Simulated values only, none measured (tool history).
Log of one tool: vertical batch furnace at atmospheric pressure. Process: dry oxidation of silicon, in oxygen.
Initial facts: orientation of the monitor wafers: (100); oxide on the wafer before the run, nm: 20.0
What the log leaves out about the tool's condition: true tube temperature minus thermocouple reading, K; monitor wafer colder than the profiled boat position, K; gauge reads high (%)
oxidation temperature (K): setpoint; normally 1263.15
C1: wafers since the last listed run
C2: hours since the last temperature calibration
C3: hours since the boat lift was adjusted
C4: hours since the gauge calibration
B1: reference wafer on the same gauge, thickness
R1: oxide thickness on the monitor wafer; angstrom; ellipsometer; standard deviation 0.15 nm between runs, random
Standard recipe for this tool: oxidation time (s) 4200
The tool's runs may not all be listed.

Run 1, day 0: usual settings but oxidation temperature (K) 1252.15; C1 0; C2 2731.5; C3 2569.7; C4 331.8; B1 47.34. Result: R1 484.2 angstrom.
Run 2, day 2.638: usual settings but oxidation temperature (K) 1252.15; C1 656; C2 2794.8; C3 2633; C4 395.1; B1 47.34. Result: R1 485.2 angstrom.
Run 3, day 11.933: usual settings but oxidation temperature (K) 1252.15; C1 2313; C2 3017.9; C3 2856.1; C4 618.2; B1 47.29. Result: R1 482.1 angstrom.
Run 4, day 14.054: usual settings but oxidation temperature (K) 1245.15, oxidation time (s) 5790; C1 527; C2 3068.8; C3 2907; C4 669.1; B1 47.29. Result: R1 554.7 angstrom.
At day 16.142: thermocouples replaced and temperature profile calibrated.
Run 5, day 17.071: usual settings but oxidation temperature (K) 1245.15, oxidation time (s) 5790; C1 501; C2 22.3; C3 2979.4; C4 741.5; B1 47.28. Result: R1 554.4 angstrom.
Run 6, day 20.958: usual settings but oxidation temperature (K) 1245.15, oxidation time (s) 5790; C1 967; C2 115.6; C3 3072.7; C4 834.8; B1 47.27. Result: R1 556.4 angstrom.
Run 7, day 22.9: usual settings; C1 483; C2 162.2; C3 3119.3; C4 881.4; B1 47.34. Result: R1 513 angstrom.
At day 23.508: gauge calibrated.
Run 8, day 24.962: usual settings; C1 513; C2 211.7; C3 3168.8; C4 34.9; B1 47.31. Result: R1 510.4 angstrom.
At day 28.604: boat lift adjusted.
Run 9, day 29.458: usual settings but oxidation temperature (K) 1250.15; C1 869; C2 319.6; C3 20.5; C4 142.8; B1 47.27. Result: R1 473.6 angstrom.
Run 10, day 33.242: usual settings but oxidation time (s) 3300; C1 941; C2 410.4; C3 111.3; C4 233.6; B1 47.32. Result: R1 447.4 angstrom.
Run 11, day 36.721: usual settings but oxidation temperature (K) 1242.15; C1 865; C2 493.9; C3 194.8; C4 317.1; B1 47.27. Result: R1 450.9 angstrom.
Run 12, day 39.829: usual settings but oxidation temperature (K) 1242.15; C1 773; C2 568.5; C3 269.4; C4 391.7; B1 47.28. Result: R1 450.9 angstrom.
At day 41.067: boat lift adjusted, repeated, since the last time left the tool worse.
Run 13, day 42.025: usual settings but oxidation temperature (K) 1288.15, oxidation time (s) 2700; C1 297; C2 621.2; C3 23; C4 444.4; B1 47.27. Result: R1 504 angstrom.
Run 14, day 46.142: usual settings; C1 1024; C2 720; C3 121.8; C4 543.2; B1 47.32. Result: R1 527.1 angstrom.
Run 15, day 48.204: usual settings but oxidation temperature (K) 1286.15, oxidation time (s) 6000; C1 513; C2 769.5; C3 171.3; C4 592.7; B1 47.29. Result: R1 783.1 angstrom.
Run 16, day 50.171: usual settings but oxidation time (s) 5610; C1 489; C2 816.7; C3 218.5; C4 639.9; B1 47.3. Result: R1 622.9 angstrom.
Run 17, day 52.296: usual settings but oxidation temperature (K) 1239.15, oxidation time (s) 5550; C1 528; C2 867.7; C3 269.5; C4 690.9; B1 47.28. Result: R1 530.6 angstrom.

4 ways to go on from here, each from the tool as it stands after run 17. What would each give?
Run A, day 52.512: usual settings; C1 53; C2 872.9; C3 274.7; C4 696.1; B1 ?. Result: R1 ?.
Run B, day 52.512: usual settings but oxidation time (s) 3390; C1 53; C2 872.9; C3 274.7; C4 696.1; B1 ?. Result: R1 ?.
Run C, day 52.512: usual settings but oxidation temperature (K) 1252.15, oxidation time (s) 5070; C1 53; C2 872.9; C3 274.7; C4 696.1; B1 ?. Result: R1 ?.
Run D, day 52.512: usual settings but oxidation temperature (K) 1256.15, oxidation time (s) 3600; C1 53; C2 872.9; C3 274.7; C4 696.1; B1 ?. Result: R1 ?.

run     B1     R1
  A  47.33  525.5
  B  47.33    468
  C  47.33  543.8
  D  47.33  461.9
With the hidden condition removed and each run's random variation left untouched, the same runs would have given:
run     R1
  A  526.2
  B  468.6
  C  544.4
  D  462.4
